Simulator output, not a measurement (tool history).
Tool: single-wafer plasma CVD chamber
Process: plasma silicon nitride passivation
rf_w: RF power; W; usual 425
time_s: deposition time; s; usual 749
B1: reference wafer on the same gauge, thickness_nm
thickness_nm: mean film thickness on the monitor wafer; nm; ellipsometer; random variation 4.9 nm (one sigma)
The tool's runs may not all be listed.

Run 1, hour 0.0: usual settings; B1 1009.959. Result: thickness_nm 1071.757 nm.
Run 2, hour 68.5: usual settings but rf_w 380 W; B1 1011.237. Result: thickness_nm 1005.937 nm.
Run 3, hour 94.7: usual settings but rf_w 380 W; B1 1009.706. Result: thickness_nm 1006.038 nm.
Run 4, hour 140.6: usual settings but time_s 783 s; B1 1009.955. Result: thickness_nm 1110.127 nm.
Run 5, hour 180.3: usual settings; B1 1009.902. Result: thickness_nm 1070.049 nm.
Run 6, hour 215.9: usual settings; B1 1010.610. Result: thickness_nm 1060.496 nm.
Run 7, hour 309.8: usual settings; B1 1009.856. Result: thickness_nm 1052.502 nm.
Run 8, hour 373.3: usual settings but time_s 700 s; B1 1011.616. Result: thickness_nm 976.996 nm.
Run 9, hour 408.3: usual settings but time_s 675 s; B1 1008.902. Result: thickness_nm 950.252 nm.
Run 10, hour 451.1: usual settings but time_s 675 s; B1 1009.059. Result: thickness_nm 945.593 nm.
Run 11, hour 485.6: usual settings but time_s 675 s; B1 1009.056. Result: thickness_nm 946.373 nm.
Run 12, hour 551.1: usual settings but rf_w 465 W, time_s 801 s; B1 1010.441. Result: thickness_nm 1157.482 nm.
Run 13, hour 577.0: usual settings but time_s 667 s; B1 1010.294. Result: thickness_nm 936.997 nm.
Run 14, hour 641.5: usual settings but time_s 667 s; B1 1011.292. Result: thickness_nm 926.811 nm.
Run 15, hour 685.9: usual settings; B1 1010.831. Result: thickness_nm 1039.359 nm.
Run 16, hour 716.8: usual settings but time_s 654 s; B1 1010.232. Result: thickness_nm 918.194 nm.
Run 17, hour 774.3: usual settings but rf_w 450 W; B1 1009.391. Result: thickness_nm 1071.619 nm.
Run 18, hour 829.5: usual settings but rf_w 485 W, time_s 849 s; B1 1009.487. Result: thickness_nm 1248.614 nm.
Run 19, hour 886.5: usual settings but rf_w 370 W, time_s 878 s; B1 1009.854. Result: thickness_nm 1133.999 nm.
Run 20, hour 940.3: usual settings; B1 1010.392. Result: thickness_nm 1030.762 nm.
At hour 983.4: RF generator calibrated.
At hour 986.0: showerhead replaced.
Run 21, hour 986.5: usual settings; B1 1010.257. Result: thickness_nm 1062.832 nm.
Run 22, hour 1028.8: usual settings; B1 1011.153. Result: thickness_nm 1059.045 nm.
Run 23, hour 1066.8: usual settings but rf_w 450 W, time_s 883 s; B1 1008.386. Result: thickness_nm 1288.070 nm.
At hour 1092.5: gauge calibrated.
Run 24, hour 1114.6: usual settings but rf_w 495 W, time_s 686 s; B1 1011.233. Result: thickness_nm 1040.657 nm.
Run 25, hour 1142.7: usual settings but rf_w 480 W; B1 1009.588. Result: thickness_nm 1136.063 nm.
Run 26, hour 1181.6: usual settings but rf_w 345 W, time_s 814 s; B1 1008.478. Result: thickness_nm 1043.039 nm.
Run 27, hour 1205.6: usual settings but rf_w 340 W, time_s 614 s; B1 1009.462. Result: thickness_nm 773.146 nm.
Run 28, hour 1263.0: usual settings but rf_w 375 W, time_s 699 s; B1 1010.507. Result: thickness_nm 923.530 nm.
Run 29, hour 1290.1: usual settings but rf_w 395 W, time_s 677 s; B1 1010.103. Result: thickness_nm 923.959 nm.
Run 30, hour 1316.7: usual settings; B1 1010.610. Result: thickness_nm 1056.195 nm.
Run 31, hour 1358.3: usual settings but rf_w 500 W, time_s 678 s; B1 1009.605. Result: thickness_nm 1037.078 nm.
Run 32, hour 1386.2: usual settings but rf_w 505 W, time_s 865 s; B1 1010.734. Result: thickness_nm 1321.509 nm.
Run 33, hour 1438.2: usual settings but rf_w 360 W, time_s 697 s; B1 1010.398. Result: thickness_nm 898.238 nm.
Run 34, hour 1494.8: usual settings but rf_w 375 W, time_s 686 s; B1 1009.892. Result: thickness_nm 910.572 nm.
Run 35, hour 1566.0: usual settings; B1 1010.149. Result: thickness_nm 1047.318 nm.

3 ways to go on from here, each from the tool as it stands after run 35. What would each give?
Run A, hour 1566.6: usual settings but time_s 893 s; B1 ?. Result: thickness_nm ?.
Run B, hour 1566.6: usual settings but rf_w 385 W, time_s 852 s; B1 ?. Result: thickness_nm ?.
Run C, hour 1566.6: usual settings but time_s 857 s; B1 ?. Result: thickness_nm ?.

run        B1  thickness_nm
  A  1010.291      1250.895
  B  1010.291      1136.588
  C  1010.291      1200.467
Without the tool's hidden state the same runs would have given:
run  thickness_nm
  A      1276.977
  B      1160.286
  C      1225.497
